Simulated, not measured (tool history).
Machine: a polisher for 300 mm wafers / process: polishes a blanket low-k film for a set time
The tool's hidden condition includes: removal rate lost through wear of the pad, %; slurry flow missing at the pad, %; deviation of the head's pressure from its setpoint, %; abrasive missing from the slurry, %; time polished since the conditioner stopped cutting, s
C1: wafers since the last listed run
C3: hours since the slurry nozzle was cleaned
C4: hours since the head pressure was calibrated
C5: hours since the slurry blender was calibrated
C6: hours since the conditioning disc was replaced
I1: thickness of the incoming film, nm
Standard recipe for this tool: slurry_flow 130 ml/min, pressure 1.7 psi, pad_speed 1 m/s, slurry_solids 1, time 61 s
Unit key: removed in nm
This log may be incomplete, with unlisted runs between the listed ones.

Run 1, hour 0: usual settings but slurry_flow 105 ml/min; C1 0; wafers polished on this pad 1030; C3 297.2; C4 564.6; C5 97.1; C6 224.7; I1 575.7. Result: removed 20.2 nm.
Run 2, hour 6.6: usual settings but slurry_flow 105 ml/min; C1 75; wafers polished on this pad 1105; C3 303.8; C4 571.2; C5 103.7; C6 231.3; I1 588.8. Result: removed 19.9 nm.
At hour 20.8: worn pad replaced by a new one.
Run 3, hour 22.7: usual settings; C1 139; wafers polished on this pad 22; C3 319.9; C4 587.3; C5 119.8; C6 247.4; I1 573.4. Result: removed 22.2 nm.
Run 4, hour 52.8: usual settings; C1 345; wafers polished on this pad 368; C3 350; C4 617.4; C5 149.9; C6 277.5; I1 579.9. Result: removed 21.1 nm.
Run 5, hour 64.8: usual settings; C1 137; wafers polished on this pad 506; C3 362; C4 629.4; C5 161.9; C6 289.5; I1 574.2. Result: removed 21.1 nm.
Run 6, hour 78.7: usual settings but pad_speed 1.18 m/s; C1 159; wafers polished on this pad 665; C3 375.9; C4 643.3; C5 175.8; C6 303.4; I1 571. Result: removed 22.4 nm.
At hour 88.7: slurry nozzle cleaned.
Run 7, hour 91.7: usual settings but pad_speed 0.8 m/s; C1 137; wafers polished on this pad 803; C3 3; C4 656.3; C5 188.8; C6 316.4; I1 572.9. Result: removed 20.4 nm.
Run 8, hour 104.4: usual settings but pad_speed 0.8 m/s; C1 145; wafers polished on this pad 949; C3 15.7; C4 669; C5 201.5; C6 329.1; I1 580.3. Result: removed 20.7 nm.
At hour 110.7: worn pad replaced by a new one.
Run 9, hour 114.5: usual settings; C1 70; wafers polished on this pad 44; C3 25.8; C4 679.1; C5 211.6; C6 339.2; I1 572.6. Result: removed 23.3 nm.
Run 10, hour 125.7: usual settings; C1 128; wafers polished on this pad 172; C3 37; C4 690.3; C5 222.8; C6 350.4; I1 577.8. Result: removed 23.2 nm.
Run 11, hour 133.1: usual settings but pad_speed 0.74 m/s; C1 85; wafers polished on this pad 257; C3 44.4; C4 697.7; C5 230.2; C6 357.8; I1 582.7. Result: removed 20.7 nm.
Run 12, hour 142.1: usual settings but pad_speed 1.12 m/s; C1 103; wafers polished on this pad 361; C3 53.4; C4 706.7; C5 239.2; C6 366.8; I1 581.5. Result: removed 24.8 nm.
At hour 145.1: conditioning disc replaced and pad reconditioned.
At hour 153.4: head pressure recalibrated.
At hour 153.4: slurry blender recalibrated.
Run 13, hour 153.9: usual settings but pad_speed 1.16 m/s; C1 89; wafers polished on this pad 450; C3 65.2; C4 0.5; C5 0.5; C6 8.8; I1 568.9. Result: removed 25 nm.
Run 14, hour 170.8: usual settings; C1 194; wafers polished on this pad 644; C3 82.1; C4 17.4; C5 17.4; C6 25.7; I1 579.5. Result: removed 23.1 nm.
Run 15, hour 187.2: usual settings but pad_speed 0.74 m/s; C1 188; wafers polished on this pad 833; C3 98.5; C4 33.8; C5 33.8; C6 42.1; I1 579.2. Result: removed 19.3 nm.
Run 16, hour 199.6: usual settings but pad_speed 1.3 m/s; C1 142; wafers polished on this pad 975; C3 110.9; C4 46.2; C5 46.2; C6 54.5; I1 579.5. Result: removed 25.4 nm.
At hour 205.6: worn pad replaced by a new one.
Run 17, hour 207: usual settings but pressure 1.5 psi, slurry_solids 1.15; C1 39; wafers polished on this pad 15; C3 118.3; C4 53.6; C5 53.6; C6 61.9; I1 570.6. Result: removed 22.2 nm.
Run 18, hour 215: usual settings; C1 91; wafers polished on this pad 107; C3 126.3; C4 61.6; C5 61.6; C6 69.9; I1 576.9. Result: removed 23.1 nm.
Run 19, hour 222.9: usual settings but slurry_flow 90 ml/min; C1 90; wafers polished on this pad 198; C3 134.2; C4 69.5; C5 69.5; C6 77.8; I1 578.7. Result: removed 20.5 nm.
Run 20, hour 234.9: usual settings but slurry_flow 170 ml/min, pad_speed 1.32 m/s; C1 137; wafers polished on this pad 336; C3 146.2; C4 81.5; C5 81.5; C6 89.8; I1 581.4. Result: removed 27.7 nm.
Run 21, hour 251.5: usual settings but slurry_flow 100 ml/min, pressure 1.5 psi, slurry_solids 1.1, time 54 s; C1 190; wafers polished on this pad 527; C3 162.8; C4 98.1; C5 98.1; C6 106.4; I1 572.2. Result: removed 17.3 nm.
Run 22, hour 268.8: usual settings but pad_speed 1.32 m/s, time 72 s; C1 198; wafers polished on this pad 725; C3 180.1; C4 115.4; C5 115.4; C6 123.7; I1 582.6. Result: removed 30.4 nm.
Run 23, hour 282.1: usual settings but slurry_flow 165 ml/min, pressure 2.3 psi, pad_speed 1.18 m/s, slurry_solids 1.1; C1 152; wafers polished on this pad 878; C3 193.4; C4 128.7; C5 128.7; C6 137; I1 577.8. Result: removed 35.2 nm.

Below are 3 alternative next runs, each starting from the tool's condition after run 23. Predict each:
Run A, hour 282.5: usual settings; C1 4; wafers polished on this pad 883; C3 193.8; C4 129.1; C5 129.1; C6 137.4; I1 579.5. Result: removed ?.
Run B, hour 282.5: usual settings but pressure 2 psi, pad_speed 1.28 m/s, slurry_solids 0.8, time 75 s; C1 4; wafers polished on this pad 883; C3 193.8; C4 129.1; C5 129.1; C6 137.4; I1 579.5. Result: removed ?.
Run C, hour 282.5: usual settings but slurry_flow 175 ml/min, pressure 2.1 psi, pad_speed 0.74 m/s, slurry_solids 1.1; C1 4; wafers polished on this pad 883; C3 193.8; C4 129.1; C5 129.1; C6 137.4; I1 579.5. Result: removed ?.

run  removed
  A     21.9
  B     30.9
  C     26.2
Stripped of hidden state, with their random variation kept, the same runs would have yielded:
run  removed
  A       24
  B       34
  C     28.5
